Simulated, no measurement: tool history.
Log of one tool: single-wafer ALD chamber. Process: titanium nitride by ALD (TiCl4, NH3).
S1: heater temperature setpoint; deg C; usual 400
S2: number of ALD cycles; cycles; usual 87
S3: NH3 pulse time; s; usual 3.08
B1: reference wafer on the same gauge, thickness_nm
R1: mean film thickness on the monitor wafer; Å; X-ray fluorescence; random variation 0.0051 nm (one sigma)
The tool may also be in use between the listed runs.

{"run": 1, "hour": 0.0, "S1": 400, "S2": 87, "S3": 3.08, "B1": 1.728, "R1": 20.9}
{"run": 2, "hour": 61.9, "S1": 400, "S2": 87, "S3": 3.08, "B1": 1.727, "R1": 20.78}
{"run": 3, "hour": 133.1, "S1": 400, "S2": 78, "S3": 3.08, "B1": 1.729, "R1": 18.73}
{"run": 4, "hour": 232.2, "S1": 400, "S2": 78, "S3": 3.08, "B1": 1.731, "R1": 18.77}
{"run": 5, "hour": 271.8, "S1": 400, "S2": 81, "S3": 3.08, "B1": 1.73, "R1": 19.5}
{"run": 6, "hour": 371.5, "S1": 400, "S2": 81, "S3": 3.08, "B1": 1.732, "R1": 19.49}
{"run": 7, "hour": 474.2, "S1": 400, "S2": 81, "S3": 3.08, "B1": 1.733, "R1": 19.56}
{"run": 8, "hour": 566.1, "S1": 395, "S2": 87, "S3": 3.08, "B1": 1.735, "R1": 20.88}
{"run": 9, "hour": 627.9, "S1": 395, "S2": 87, "S3": 3.08, "B1": 1.735, "R1": 20.84}
{"run": 10, "hour": 686.3, "S1": 400, "S2": 87, "S3": 3.92, "B1": 1.736, "R1": 21.0}
{"run": 11, "hour": 739.6, "S1": 400, "S2": 87, "S3": 3.92, "B1": 1.735, "R1": 21.12}
{"run": 12, "hour": 835.5, "S1": 400, "S2": 87, "S3": 3.92, "B1": 1.737, "R1": 21.09}
{"run": 13, "hour": 913.7, "S1": 400, "S2": 87, "S3": 3.59, "B1": 1.737, "R1": 21.04}
{"run": 14, "hour": 999.4, "S1": 400, "S2": 87, "S3": 3.59, "B1": 1.737, "R1": 21.07}
{"run": 15, "hour": 1084.8, "S1": 400, "S2": 87, "S3": 3.08, "B1": 1.738, "R1": 20.97}
{"run": 16, "hour": 1137.0, "S1": 400, "S2": 87, "S3": 3.08, "B1": 1.738, "R1": 20.92}
{"run": 17, "hour": 1221.3, "S1": 400, "S2": 87, "S3": 3.08, "B1": 1.739, "R1": 20.97}
{"run": 18, "hour": 1307.9, "S1": 400, "S2": 87, "S3": 3.08, "B1": 1.739, "R1": 21.04}
{"run": 19, "hour": 1355.2, "S1": 389, "S2": 72, "S3": 3.77, "B1": 1.74, "R1": 17.34}
{"run": 20, "hour": 1400.1, "S1": 413, "S2": 92, "S3": 3.87, "B1": 1.74, "R1": 22.24}
{"hour": 1457.3, "done": "thermocouple changed; heater temperature recalibrated"}
{"hour": 1469.0, "done": "showerhead replaced"}
{"run": 21, "hour": 1479.9, "S1": 400, "S2": 76, "S3": 3.08, "B1": 1.739, "R1": 18.3}
{"run": 22, "hour": 1516.7, "S1": 400, "S2": 95, "S3": 4.21, "B1": 1.739, "R1": 23.27}
{"run": 23, "hour": 1565.0, "S1": 408, "S2": 74, "S3": 3.6, "B1": 1.739, "R1": 17.83}
{"hour": 1792.7, "done": "gauge calibrated"}
{"run": 24, "hour": 1842.3, "S1": 393, "S2": 95, "S3": 2.49, "B1": 1.704, "R1": 22.28}
{"run": 25, "hour": 1937.6, "S1": 400, "S2": 87, "S3": 3.08, "B1": 1.709, "R1": 20.57}
{"run": 26, "hour": 1982.4, "S1": 400, "S2": 87, "S3": 3.08, "B1": 1.712, "R1": 20.62}
{"run": 27, "hour": 2048.9, "S1": 408, "S2": 79, "S3": 2.14, "B1": 1.716, "R1": 18.65}
{"run": 28, "hour": 2117.5, "S1": 388, "S2": 87, "S3": 4.16, "B1": 1.718, "R1": 20.88}
{"run": 29, "hour": 2182.6, "S1": 400, "S2": 87, "S3": 3.08, "B1": 1.72, "R1": 20.78}
{"run": 30, "hour": 2380.0, "S1": 400, "S2": 87, "S3": 3.43, "B1": 1.728, "R1": 20.99}
{"run": 31, "hour": 2453.9, "S1": 400, "S2": 87, "S3": 3.08, "B1": 1.728, "R1": 20.94}
{"run": 32, "hour": 2507.4, "S1": 400, "S2": 87, "S3": 2.62, "B1": 1.73, "R1": 20.81}
{"run": 33, "hour": 2592.9, "S1": 400, "S2": 76, "S3": 2.22, "B1": 1.732, "R1": 18.03}
{"run": 34, "hour": 2676.3, "S1": 400, "S2": 103, "S3": 3.08, "B1": 1.733, "R1": 24.8}
{"run": 35, "hour": 2773.9, "S1": 393, "S2": 87, "S3": 4.06, "B1": 1.735, "R1": 21.12}
{"run": 36, "hour": 2853.2, "S1": 406, "S2": 102, "S3": 3.08, "B1": 1.737, "R1": 24.67}

3 ways to go on from here, each from the tool as it stands after run 36. What would each give?
{"run": "A", "hour": 2853.8, "S1": 400, "S2": 95, "S3": 3.08, "B1": "?", "R1": "?"}
{"run": "B", "hour": 2853.8, "S1": 415, "S2": 71, "S3": 2.65, "B1": "?", "R1": "?"}
{"run": "C", "hour": 2853.8, "S1": 392, "S2": 77, "S3": 2.06, "B1": "?", "R1": "?"}

run=A B1=1.737 R1=22.82
run=B B1=1.737 R1=17.02
run=C B1=1.737 R1=18.13
Without the tool's hidden state the same runs would have given:
run=A R1=22.33
run=B R1=16.66
run=C R1=17.74
